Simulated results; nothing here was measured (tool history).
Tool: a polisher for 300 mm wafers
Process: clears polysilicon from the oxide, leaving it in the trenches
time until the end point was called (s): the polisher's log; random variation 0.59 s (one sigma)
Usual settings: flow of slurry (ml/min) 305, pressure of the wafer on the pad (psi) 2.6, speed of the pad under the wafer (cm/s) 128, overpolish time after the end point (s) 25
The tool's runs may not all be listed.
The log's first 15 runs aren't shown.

run	hour	flow of slurry (ml/min)	pressure of the wafer on the pad (psi)	speed of the pad under the wafer (cm/s)	overpolish time after the end point (s)	wafers since the last listed run	wafers polished on this pad	hours since the slurry nozzle was cleaned	hours since the head pressure was calibrated	incoming thickness of the incoming film, nm	time until the end point was called (s)
# hour 989.0: head pressure recalibrated
16	1061.4	305	2.2	104	25	659	835	318.0	72.4	440.9	45.0
17	1144.9	305	2.6	114	32	649	1484	401.5	155.9	450.3	39.0
18	1291.4	400	2.6	156	25	1139	2624	548.0	302.4	454.4	29.5
19	1340.6	405	2.3	166	25	382	3006	597.2	351.6	445.2	29.4
20	1572.7	305	2.6	96	25	1805	4812	829.3	583.7	446.4	48.2
# hour 1582.9: worn pad replaced by a new one
# hour 1636.1: slurry nozzle cleaned
21	1650.8	335	2.6	128	25	568	519	14.7	661.8	451.1	34.5
# hour 1762.9: head pressure recalibrated
22	1866.5	225	3.0	128	25	1662	2182	230.4	103.6	452.1	34.7
23	1923.1	215	1.8	128	25	440	2622	287.0	160.2	446.9	46.9
24	2002.8	305	2.6	152	25	619	3242	366.7	239.9	456.1	31.5
25	2064.3	390	2.6	104	25	478	3720	428.2	301.4	458.8	45.3
26	2116.4	400	2.6	156	25	405	4125	480.3	353.5	440.9	28.6
# hour 2120.8: worn pad replaced by a new one
27	2159.5	305	2.6	128	25	304	301	523.4	396.6	446.8	32.4
28	2241.0	305	2.6	128	32	633	935	604.9	478.1	442.5	33.4
29	2320.1	305	2.6	128	25	615	1550	684.0	557.2	444.2	33.6
30	2390.8	305	2.6	168	37	549	2100	754.7	627.9	448.7	26.5
# hour 2416.9: head pressure recalibrated
31	2457.5	305	2.6	128	25	503	2603	821.4	40.6	451.3	35.0
32	2507.0	305	2.6	116	12	385	2988	870.9	90.1	446.5	39.3
# hour 2590.8: slurry nozzle cleaned
33	2601.5	370	2.6	128	25	727	3715	10.7	184.6	452.5	37.1

5 ways to go on from here, each from the tool as it stands after run 33. What would each give?
A	2601.9	245	2.6	128	25	3	3719	11.1	185.0	457.8	?
B	2601.9	305	3.4	128	34	3	3719	11.1	185.0	457.8	?
C	2601.9	220	3.3	106	19	3	3719	11.1	185.0	457.8	?
D	2601.9	240	2.6	128	17	3	3719	11.1	185.0	457.8	?
E	2601.9	225	2.6	112	25	3	3719	11.1	185.0	457.8	?

run	time until the end point was called (s)
A	37.0
B	30.3
C	38.4
D	37.1
E	42.6
Without the tool's hidden state the same runs would have given:
run	time until the end point was called (s)
A	32.3
B	26.4
C	33.5
D	32.4
E	37.2
